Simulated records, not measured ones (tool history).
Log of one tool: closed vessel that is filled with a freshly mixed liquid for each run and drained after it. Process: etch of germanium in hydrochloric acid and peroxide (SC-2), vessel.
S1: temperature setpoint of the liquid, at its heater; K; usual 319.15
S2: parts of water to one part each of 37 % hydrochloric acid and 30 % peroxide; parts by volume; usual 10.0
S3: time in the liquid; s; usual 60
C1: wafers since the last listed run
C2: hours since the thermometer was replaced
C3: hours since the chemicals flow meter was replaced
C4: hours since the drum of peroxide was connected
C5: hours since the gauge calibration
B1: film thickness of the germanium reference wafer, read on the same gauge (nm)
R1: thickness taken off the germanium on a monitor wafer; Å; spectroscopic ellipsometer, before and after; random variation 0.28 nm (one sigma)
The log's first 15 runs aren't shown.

run    hour      S1    S2  S3    C1      C2     C3     C4     C5     B1      R1
 16   703.3  319.15  14.5  30  1767  1013.7  733.4  355.1   54.9  69.99   667.0
 17   741.3  319.15  10.0  60  2372  1051.7  771.4  393.1   92.9  70.00  1380.5
      767.2  -- new drum of peroxide connected
 18   794.6  319.15  10.0  60  3265  1105.0  824.7   27.4  146.2  70.01  1382.2
 19   821.3  324.15  13.0  80  1667  1131.7  851.4   54.1  172.9  69.98  2101.0
 20   861.9  310.15   6.5  75  2535  1172.3  892.0   94.7  213.5  70.04  1296.6
      890.1  -- chemicals flow meter replaced
 21   924.1  314.15   8.5  40  3821  1234.5   34.0  156.9  275.7  70.01   779.3
 22   950.8  311.65  10.0  90  1667  1261.2   60.7  183.6  302.4  70.03  1589.9
      969.4  -- thermometer replaced
 23  1008.3  310.15  14.0  40  3527    38.9  118.2  241.1  359.9  69.99   665.8
 24  1070.4  314.65  10.0  35  3877   101.0  180.3  303.2  422.0  70.00   701.9
 25  1141.2  314.65   5.0  35  4420   171.8  251.1  374.0  492.8  69.98   722.1
     1171.8  -- new drum of peroxide connected
 26  1212.2  319.15  14.5  80  4370   242.8  322.1   40.4  563.8  69.98  1784.0
 27  1266.7  319.15  10.0  60  3403   297.3  376.6   94.9  618.3  70.00  1390.0
 28  1325.8  319.15   7.5  60  3690   356.4  435.7  154.0  677.4  70.00  1420.5
 29  1393.7  325.15  10.0  40  4239   424.3  503.6  221.9  745.3  70.01  1120.7
 30  1435.4  319.15  12.5  60  2603   466.0  545.3  263.6  787.0  70.02  1366.0
 31  1480.8  319.15  10.0  60  2834   511.4  590.7  309.0  832.4  70.00  1387.5

3 ways to go on from here, each from the tool as it stands after run 31. What would each give?
  A  1481.5  319.15  10.0  60  43  512.1  591.4  309.7  833.1   ?   ?
  B  1481.5  311.15  10.0  50  43  512.1  591.4  309.7  833.1   ?   ?
  C  1481.5  314.15  12.5  60  43  512.1  591.4  309.7  833.1   ?   ?

run     B1      R1
  A  70.01  1388.2
  B  70.01   885.1
  C  70.01  1154.3
Without the tool's hidden state the same runs would have given:
run      R1
  A  1397.3
  B   892.4
  C  1160.3

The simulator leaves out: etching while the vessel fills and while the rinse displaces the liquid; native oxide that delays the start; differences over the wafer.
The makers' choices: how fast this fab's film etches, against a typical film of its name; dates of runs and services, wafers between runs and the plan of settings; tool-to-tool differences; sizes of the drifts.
